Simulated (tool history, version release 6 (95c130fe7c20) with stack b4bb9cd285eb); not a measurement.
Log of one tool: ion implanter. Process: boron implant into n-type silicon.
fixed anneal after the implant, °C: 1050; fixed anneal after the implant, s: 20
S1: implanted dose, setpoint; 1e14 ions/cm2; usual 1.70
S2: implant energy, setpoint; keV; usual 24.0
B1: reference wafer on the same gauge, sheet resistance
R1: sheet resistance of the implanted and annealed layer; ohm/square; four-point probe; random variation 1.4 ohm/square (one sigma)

run	day	S1	S2	B1	R1
1	0.000	1.86	22.0	514.75	449.27
2	3.642	1.70	24.0	514.53	476.01
3	7.892	1.70	24.0	514.70	478.36
# day 10.258: Faraday cup replaced and dose calibrated
4	20.162	1.58	24.0	515.41	505.60
5	23.554	1.70	24.0	515.06	477.41
6	27.421	1.70	24.0	515.53	477.30
7	29.762	1.70	24.0	515.07	475.03
8	32.608	1.70	24.0	514.97	478.18
9	35.533	1.70	24.0	515.38	476.85
10	38.575	1.70	24.0	515.05	476.69
11	42.808	1.70	24.0	515.86	479.99
12	44.767	1.70	26.0	515.51	471.22
13	49.179	1.70	24.0	516.00	479.47
# day 51.700: Faraday cup replaced and dose calibrated
14	53.233	1.24	21.5	515.90	621.23
15	58.033	1.70	24.0	516.02	476.71
16	60.288	2.02	18.0	514.76	431.70
17	63.262	1.48	24.0	515.62	533.24
18	67.142	2.00	22.0	515.86	423.72
19	69.683	1.43	18.0	515.93	571.33
20	73.438	1.88	17.0	515.57	458.12
21	76.021	1.70	20.5	515.64	489.27
22	78.900	2.16	26.5	516.25	388.72
# day 81.333: extraction supply calibrated
23	82.562	1.97	29.5	516.72	414.29
# day 87.171: gauge calibrated
24	90.883	2.00	24.0	509.04	416.55
# day 93.988: Faraday cup replaced and dose calibrated
25	94.238	1.90	24.0	509.41	430.41
26	96.583	1.70	20.5	510.70	484.41
27	100.850	1.70	30.0	511.02	458.83
28	104.958	1.34	17.0	510.35	601.51
29	106.483	1.70	24.0	510.34	473.03
30	110.354	1.22	30.5	510.60	587.73
31	113.846	1.70	24.0	511.30	471.31
32	115.542	1.51	15.5	511.23	553.88
33	118.071	1.43	18.0	511.35	565.22
34	121.350	2.06	17.0	511.48	423.11
35	123.454	1.55	24.0	511.33	507.88
36	127.696	1.35	32.0	512.33	543.90
37	131.458	1.70	24.0	512.53	474.51

4 ways to go on from here, each from the tool as it stands after run 37. What would each give?
A	131.475	1.70	19.5	?	?
B	131.475	1.45	24.0	?	?
C	131.475	1.57	26.5	?	?
D	131.475	2.09	24.0	?	?

run	B1	R1
A	512.37	486.82
B	512.37	536.90
C	512.37	497.20
D	512.37	400.96
Without the tool's hidden state the same runs would have given:
run	R1
A	484.77
B	534.65
C	495.11
D	399.28

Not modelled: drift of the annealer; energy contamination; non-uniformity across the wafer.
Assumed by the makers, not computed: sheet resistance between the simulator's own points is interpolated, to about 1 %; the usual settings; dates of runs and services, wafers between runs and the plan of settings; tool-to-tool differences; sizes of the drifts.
